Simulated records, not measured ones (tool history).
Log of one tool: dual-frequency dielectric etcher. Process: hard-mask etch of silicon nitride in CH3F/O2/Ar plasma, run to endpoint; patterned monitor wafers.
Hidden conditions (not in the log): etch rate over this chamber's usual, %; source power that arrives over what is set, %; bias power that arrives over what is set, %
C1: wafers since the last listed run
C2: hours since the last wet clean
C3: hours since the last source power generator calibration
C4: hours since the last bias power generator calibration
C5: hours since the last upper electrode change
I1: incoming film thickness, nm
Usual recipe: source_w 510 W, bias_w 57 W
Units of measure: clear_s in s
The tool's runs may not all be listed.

Run 1, day 0.000: usual settings; C1 0; C2 130.6; C3 2261.1; C4 4011.7; C5 2917.5; I1 44.22. Result: clear_s 61.4 s.
At day 0.796: bias power generator calibrated.
At day 2.567: source power generator calibrated.
Run 2, day 3.192: usual settings; C1 735; C2 207.2; C3 15.0; C4 57.5; C5 2994.1; I1 44.08. Result: clear_s 62.8 s.
Run 3, day 4.408: usual settings; C1 313; C2 236.4; C3 44.2; C4 86.7; C5 3023.3; I1 44.24. Result: clear_s 62.6 s.
Run 4, day 5.017: usual settings but bias_w 64 W; C1 156; C2 251.0; C3 58.8; C4 101.3; C5 3037.9; I1 44.16. Result: clear_s 59.1 s.
Run 5, day 6.038: usual settings but bias_w 64 W; C1 262; C2 275.5; C3 83.3; C4 125.8; C5 3062.4; I1 44.62. Result: clear_s 59.2 s.
Run 6, day 7.525: usual settings but bias_w 64 W; C1 382; C2 311.2; C3 119.0; C4 161.5; C5 3098.1; I1 44.29. Result: clear_s 59.1 s.
Run 7, day 8.362: usual settings but bias_w 52 W; C1 215; C2 331.3; C3 139.1; C4 181.6; C5 3118.2; I1 44.75. Result: clear_s 66.6 s.
Run 8, day 11.958: usual settings but bias_w 52 W; C1 925; C2 417.6; C3 225.4; C4 267.9; C5 3204.5; I1 44.16. Result: clear_s 65.1 s.
Run 9, day 12.721: usual settings but bias_w 52 W; C1 196; C2 435.9; C3 243.7; C4 286.2; C5 3222.8; I1 44.25. Result: clear_s 65.2 s.
At day 14.004: wet clean of the chamber.
Run 10, day 14.150: usual settings but bias_w 66 W; C1 110; C2 3.5; C3 278.0; C4 320.5; C5 3257.1; I1 44.03. Result: clear_s 58.7 s.
Run 11, day 14.850: usual settings but bias_w 62 W; C1 180; C2 20.3; C3 294.8; C4 337.3; C5 3273.9; I1 44.46. Result: clear_s 61.4 s.
Run 12, day 16.196: usual settings; C1 346; C2 52.6; C3 327.1; C4 369.6; C5 3306.2; I1 44.32. Result: clear_s 63.6 s.
Run 13, day 17.575: usual settings; C1 355; C2 85.7; C3 360.2; C4 402.7; C5 3339.3; I1 44.29. Result: clear_s 63.2 s.
Run 14, day 19.025: usual settings but bias_w 50 W; C1 373; C2 120.5; C3 395.0; C4 437.5; C5 3374.1; I1 44.31. Result: clear_s 67.8 s.
Run 15, day 19.550: usual settings but source_w 380 W, bias_w 65 W; C1 135; C2 133.1; C3 407.6; C4 450.1; C5 3386.7; I1 44.38. Result: clear_s 63.1 s.
At day 21.208: upper electrode replaced.
Run 16, day 21.229: usual settings but source_w 460 W; C1 174; C2 173.4; C3 447.9; C4 490.4; C5 0.5; I1 44.31. Result: clear_s 64.6 s.
Run 17, day 21.392: usual settings; C1 41; C2 177.3; C3 451.8; C4 494.3; C5 4.4; I1 44.46. Result: clear_s 63.3 s.
Run 18, day 22.771: usual settings but bias_w 48 W; C1 355; C2 210.4; C3 484.9; C4 527.4; C5 37.5; I1 44.93. Result: clear_s 70.0 s.
Run 19, day 23.379: usual settings but source_w 590 W, bias_w 48 W; C1 156; C2 225.0; C3 499.5; C4 542.0; C5 52.1; I1 44.29. Result: clear_s 66.5 s.
Run 20, day 24.596: usual settings but source_w 420 W, bias_w 70 W; C1 313; C2 254.2; C3 528.7; C4 571.2; C5 81.3; I1 44.17. Result: clear_s 58.9 s.
Run 21, day 26.242: usual settings but source_w 630 W; C1 423; C2 293.7; C3 568.2; C4 610.7; C5 120.8; I1 43.75. Result: clear_s 58.9 s.
Run 22, day 26.988: usual settings but source_w 580 W, bias_w 66 W; C1 192; C2 311.6; C3 586.1; C4 628.6; C5 138.7; I1 44.04. Result: clear_s 56.1 s.
Run 23, day 28.283: usual settings but source_w 400 W, bias_w 67 W; C1 333; C2 342.7; C3 617.2; C4 659.7; C5 169.8; I1 44.54. Result: clear_s 61.2 s.
Run 24, day 29.375: usual settings; C1 281; C2 368.9; C3 643.4; C4 685.9; C5 196.0; I1 44.15. Result: clear_s 62.6 s.
Run 25, day 30.862: usual settings but source_w 390 W, bias_w 48 W; C1 382; C2 404.6; C3 679.1; C4 721.6; C5 231.7; I1 44.02. Result: clear_s 71.8 s.
At day 32.796: wet clean of the chamber.
Run 26, day 32.817: usual settings but source_w 380 W, bias_w 71 W; C1 245; C2 0.5; C3 726.0; C4 768.5; C5 278.6; I1 44.52. Result: clear_s 60.6 s.
Run 27, day 33.067: usual settings; C1 64; C2 6.5; C3 732.0; C4 774.5; C5 284.6; I1 44.08. Result: clear_s 63.4 s.
Run 28, day 33.933: usual settings but source_w 550 W, bias_w 46 W; C1 223; C2 27.3; C3 752.8; C4 795.3; C5 305.4; I1 43.86. Result: clear_s 69.3 s.
Run 29, day 35.329: usual settings but source_w 430 W, bias_w 44 W; C1 359; C2 60.8; C3 786.3; C4 828.8; C5 338.9; I1 44.39. Result: clear_s 76.0 s.
Run 30, day 36.438: usual settings; C1 285; C2 87.4; C3 812.9; C4 855.4; C5 365.5; I1 44.37. Result: clear_s 63.4 s.
Run 31, day 37.642: usual settings but source_w 440 W, bias_w 70 W; C1 310; C2 116.3; C3 841.8; C4 884.3; C5 394.4; I1 44.39. Result: clear_s 59.1 s.
Run 32, day 39.138: usual settings; C1 385; C2 152.2; C3 877.7; C4 920.2; C5 430.3; I1 44.76. Result: clear_s 64.2 s.
Run 33, day 39.738: usual settings but source_w 590 W; C1 154; C2 166.6; C3 892.1; C4 934.6; C5 444.7; I1 43.92. Result: clear_s 60.2 s.
Run 34, day 43.654: usual settings but source_w 560 W, bias_w 51 W; C1 1008; C2 260.6; C3 986.1; C4 1028.6; C5 538.7; I1 44.62. Result: clear_s 65.6 s.
Run 35, day 44.792: usual settings but source_w 420 W, bias_w 53 W; C1 292; C2 287.9; C3 1013.4; C4 1055.9; C5 566.0; I1 44.26. Result: clear_s 67.8 s.

What if the next run were any one of these 4? Each begins from the tool's condition after run 35:
Run A, day 44.808: usual settings but bias_w 53 W; C1 4; C2 288.3; C3 1013.8; C4 1056.3; C5 566.4; I1 44.43. Result: clear_s ?.
Run B, day 44.808: usual settings but source_w 560 W, bias_w 48 W; C1 4; C2 288.3; C3 1013.8; C4 1056.3; C5 566.4; I1 44.43. Result: clear_s ?.
Run C, day 44.808: usual settings but source_w 410 W; C1 4; C2 288.3; C3 1013.8; C4 1056.3; C5 566.4; I1 44.43. Result: clear_s ?.
Run D, day 44.808: usual settings but source_w 440 W, bias_w 45 W; C1 4; C2 288.3; C3 1013.8; C4 1056.3; C5 566.4; I1 44.43. Result: clear_s ?.

run  clear_s
  A     65.5
  B     67.4
  C     66.1
  D     73.8
Without the tool's unlogged condition, the same runs would have read:
run  clear_s
  A     66.2
  B     68.1
  C     66.9
  D     74.6

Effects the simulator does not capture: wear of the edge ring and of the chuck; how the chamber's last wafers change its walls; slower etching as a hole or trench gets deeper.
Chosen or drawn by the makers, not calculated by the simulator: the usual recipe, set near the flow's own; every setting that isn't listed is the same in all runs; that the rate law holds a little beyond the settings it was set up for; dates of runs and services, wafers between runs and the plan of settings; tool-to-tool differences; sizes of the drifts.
